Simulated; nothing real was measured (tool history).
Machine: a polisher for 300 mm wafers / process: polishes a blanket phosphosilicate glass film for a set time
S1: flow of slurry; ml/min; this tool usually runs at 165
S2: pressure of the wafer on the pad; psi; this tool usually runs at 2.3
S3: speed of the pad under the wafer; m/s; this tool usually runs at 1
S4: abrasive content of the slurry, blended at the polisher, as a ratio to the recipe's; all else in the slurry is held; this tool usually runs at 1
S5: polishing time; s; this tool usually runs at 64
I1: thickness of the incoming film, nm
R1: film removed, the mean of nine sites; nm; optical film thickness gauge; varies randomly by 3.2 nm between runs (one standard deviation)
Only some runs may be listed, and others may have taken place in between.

run,hour,S1,S2,S3,S4,S5,I1,R1
1,0,165,2.3,1,1,64,4324.8,384.7
2,8.1,165,2.3,1,1,64,4228.8,392.4
3,18.1,165,2,1,1,64,4272.2,348.1
# hour 35.7: slurry blender recalibrated
4,36.2,165,2,1,1,64,4237.2,354.1
# hour 44.8: worn pad replaced by a new one, of another model than before
5,48.3,165,2,1,1,64,4252.2,361.7
6,59.6,165,2.3,1,0.9,64,4339.1,378.3
7,67.3,165,2.3,1,0.9,64,4265.1,379.7
8,80,165,2.3,1,1,64,4251,398.3
9,87.1,165,2.3,1,1,64,4217.3,400.2
# hour 102.8: head pressure recalibrated
10,103.1,165,2.3,1,1,64,4200.3,381
# hour 109: conditioning disc replaced and pad reconditioned
11,113.1,165,1.8,1,1,64,4267.2,331.2
# hour 136.9: slurry blender recalibrated
# hour 152.2: worn pad replaced by a new one
12,162.1,165,2.3,0.84,1,73,4349.1,398.5
# hour 168.1: slurry nozzle cleaned
13,173.3,140,2.3,1,0.85,47,4300.5,261.6
14,186,130,2,1.18,0.75,64,4306.1,328.7
15,199.7,120,2.3,1,0.85,64,4260.3,350.2
16,212,165,2.3,1,1,64,4255.5,389
# hour 228.5: slurry blender recalibrated
# hour 243: worn pad replaced by a new one
17,253.5,120,2.3,1.14,1,64,4297.1,407.5
18,282.3,195,3,0.84,1,70,4299.6,470.1
19,295.6,165,2.3,1.26,1,50,4238.3,351
20,310,165,2.3,1,1,64,4268,400.5
21,318.2,165,1.6,1.32,1,64,4239.1,371.4
# hour 330.9: slurry blender recalibrated
22,331.4,165,1.5,1,1,64,4185.8,303.4
23,341.9,165,2.3,1,1,64,4244.9,397.4
# hour 358.1: worn pad replaced by a new one
24,358.6,165,2,0.68,1,64,4316.8,293.9
# hour 364: conditioning disc replaced and pad reconditioned
25,364.5,165,2.3,1,1.1,64,4196.2,415.4
26,373.8,120,2.3,1,1,55,4261.2,336.8

3 options for the next run, each taken on its own from the tool as it stands now. Forecast them:
A,374.2,165,2.3,1,1,48,4221.8,?
B,374.2,135,2.8,1,1.15,64,4221.8,?
C,374.2,135,2.3,0.86,1.2,64,4221.8,?

run,R1
A,301.9
B,479.9
C,391.9
Had the tool no hidden state, the same runs would have come out as:
run,R1
A,289.9
B,460.9
C,376.3

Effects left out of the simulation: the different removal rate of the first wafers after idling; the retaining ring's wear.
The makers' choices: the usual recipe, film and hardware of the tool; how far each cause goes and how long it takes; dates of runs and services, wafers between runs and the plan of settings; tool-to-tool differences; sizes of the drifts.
